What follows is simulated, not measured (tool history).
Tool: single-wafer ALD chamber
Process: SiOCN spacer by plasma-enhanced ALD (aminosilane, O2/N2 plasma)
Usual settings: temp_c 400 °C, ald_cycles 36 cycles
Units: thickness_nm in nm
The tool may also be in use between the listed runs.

run   hour  temp_c  ald_cycles  read-back reference wafer on the same gauge, thickness_nm  thickness_nm
  1    0.0     400          36                                                      2.028         1.953
  2   13.0     400          36                                                      2.029         1.961
  3   22.3     400          36                                                      2.031         1.955
  4   31.9     389          36                                                      2.030         1.944
  5   44.0     400          36                                                      2.030         1.955
      47.6  -- gauge calibrated
  6   50.2     400          36                                                      2.029         1.949
  7   56.5     400          36                                                      2.031         1.962
  8   73.9     400          33                                                      2.030         1.783
  9   81.0     400          33                                                      2.030         1.788
 10   90.8     400          36                                                      2.031         1.947
 11   97.9     415          29                                                      2.029         1.508
 12  108.1     400          36                                                      2.030         1.950
     121.5  -- thermocouple changed; heater temperature recalibrated
 13  160.0     415          43                                                      2.031         2.238
     162.8  -- gauge calibrated
 14  173.9     400          36                                                      2.031         1.961
 15  184.3     400          36                                                      2.030         1.950
 16  200.0     404          30                                                      2.029         1.609
 17  207.5     395          32                                                      2.030         1.734
 18  221.5     390          32                                                      2.030         1.733
 19  231.9     393          41                                                      2.033         2.219

3 ways to go on from here, each from the tool as it stands after run 19. What would each give?
  A  232.4     400          30                                                          ?             ?
  B  232.4     391          29                                                          ?             ?
  C  232.4     410          33                                                          ?             ?

run  read-back reference wafer on the same gauge, thickness_nm  thickness_nm
  A                                                      2.033         1.627
  B                                                      2.033         1.573
  C                                                      2.033         1.743
Without the tool's hidden state the same runs would have given:
run  thickness_nm
  A         1.627
  B         1.573
  C         1.743

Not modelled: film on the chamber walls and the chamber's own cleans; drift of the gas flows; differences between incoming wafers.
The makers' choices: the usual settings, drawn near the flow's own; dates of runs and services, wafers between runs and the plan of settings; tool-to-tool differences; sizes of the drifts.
